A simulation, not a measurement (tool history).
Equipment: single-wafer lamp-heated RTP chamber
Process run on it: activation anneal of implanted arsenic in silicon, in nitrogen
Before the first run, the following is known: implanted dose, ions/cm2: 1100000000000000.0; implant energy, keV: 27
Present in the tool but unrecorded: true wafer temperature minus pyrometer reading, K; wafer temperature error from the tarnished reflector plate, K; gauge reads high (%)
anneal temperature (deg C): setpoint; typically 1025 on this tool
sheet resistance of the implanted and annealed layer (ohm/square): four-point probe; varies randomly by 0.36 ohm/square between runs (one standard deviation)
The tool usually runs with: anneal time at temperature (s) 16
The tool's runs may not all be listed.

| run | hour | anneal temperature (deg C) | anneal time at temperature (s) | wafers since the last listed run | wafers since the last pyrometer calibration | wafers since the reflector plate was cleaned | hours since the gauge calibration | read-back reference wafer on the same gauge, sheet resistance | sheet resistance of the implanted and annealed layer (ohm/square) |
|---|---|---|---|---|---|---|---|---|---|
| 1 | 0.0 | 1025 | 16 | 0 | 5406 | 3201 | 484.2 | 108.06 | 112.66 |
|  | 5.9 | reflector plate cleaned |
|  | 28.1 | gauge calibrated |
| 2 | 34.3 | 1025 | 16 | 375 | 5782 | 375 | 6.2 | 108.09 | 111.95 |
| 3 | 63.7 | 1025 | 16 | 389 | 6172 | 765 | 35.6 | 107.99 | 111.50 |
| 4 | 93.6 | 1025 | 16 | 396 | 6568 | 1161 | 65.5 | 107.98 | 111.64 |
| 5 | 127.3 | 1025 | 16 | 446 | 7015 | 1608 | 99.2 | 107.86 | 111.01 |
| 6 | 162.8 | 1040 | 16 | 470 | 7486 | 2079 | 134.7 | 108.00 | 109.09 |
| 7 | 186.8 | 1040 | 16 | 318 | 7804 | 2397 | 158.7 | 108.14 | 108.37 |
| 8 | 207.7 | 1025 | 16 | 277 | 8081 | 2674 | 179.6 | 108.07 | 111.03 |
|  | 246.9 | reflector plate cleaned |
| 9 | 247.4 | 1025 | 16 | 420 | 8501 | 6 | 219.3 | 107.96 | 110.07 |
| 10 | 263.9 | 1025 | 16 | 218 | 8720 | 225 | 235.8 | 108.04 | 110.52 |
| 11 | 298.3 | 1025 | 16 | 455 | 9176 | 681 | 270.2 | 107.98 | 109.72 |
|  | 307.0 | pyrometer window cleaned and pyrometer calibrated |
| 12 | 312.1 | 1039 | 16 | 76 | 67 | 757 | 284.0 | 108.01 | 110.53 |
| 13 | 337.0 | 1025 | 16 | 330 | 397 | 1088 | 308.9 | 108.08 | 112.49 |
| 14 | 369.5 | 1025 | 7 | 430 | 828 | 1518 | 341.4 | 107.99 | 118.24 |
| 15 | 397.3 | 1025 | 13 | 368 | 1196 | 1887 | 369.2 | 107.97 | 113.68 |
| 16 | 432.1 | 1033 | 10 | 461 | 1658 | 2348 | 404.0 | 107.91 | 114.12 |
|  | 469.6 | reflector plate cleaned |
| 17 | 470.1 | 1044 | 8 | 397 | 2055 | 6 | 442.0 | 108.01 | 114.27 |
| 18 | 477.8 | 1025 | 16 | 102 | 2157 | 108 | 449.7 | 108.01 | 112.80 |
| 19 | 499.6 | 1046 | 16 | 288 | 2446 | 397 | 471.5 | 108.00 | 109.35 |
|  | 500.6 | gauge calibrated |
| 20 | 515.5 | 1025 | 16 | 210 | 2657 | 608 | 14.9 | 107.99 | 112.13 |
| 21 | 535.8 | 1025 | 16 | 269 | 2926 | 877 | 35.2 | 108.01 | 112.67 |
| 22 | 570.2 | 1052 | 19 | 455 | 3382 | 1333 | 69.6 | 107.94 | 106.94 |
| 23 | 592.2 | 1044 | 23 | 291 | 3674 | 1625 | 91.6 | 107.91 | 107.62 |
| 24 | 622.5 | 1025 | 12 | 401 | 4075 | 2026 | 121.9 | 107.97 | 113.97 |
| 25 | 644.4 | 1025 | 16 | 290 | 4366 | 2317 | 143.8 | 107.96 | 111.41 |

Branching from run 25: 5 alternative next runs. What would each branch give?
| A | 644.8 | 1045 | 16 | 5 | 4371 | 2322 | 144.2 | ? | ? |
| B | 644.8 | 1017 | 16 | 5 | 4371 | 2322 | 144.2 | ? | ? |
| C | 644.8 | 1002 | 11 | 5 | 4371 | 2322 | 144.2 | ? | ? |
| D | 644.8 | 1050 | 10 | 5 | 4371 | 2322 | 144.2 | ? | ? |
| E | 644.8 | 998 | 16 | 5 | 4371 | 2322 | 144.2 | ? | ? |

| run | read-back reference wafer on the same gauge, sheet resistance | sheet resistance of the implanted and annealed layer (ohm/square) |
|---|---|---|
| A | 107.96 | 108.76 |
| B | 107.96 | 112.98 |
| C | 107.96 | 118.01 |
| D | 107.96 | 111.15 |
| E | 107.96 | 116.05 |
Had the tool no hidden state, the same runs would have come out as:
| run | sheet resistance of the implanted and annealed layer (ohm/square) |
|---|---|
| A | 109.29 |
| B | 113.50 |
| C | 118.69 |
| D | 111.65 |
| E | 116.72 |
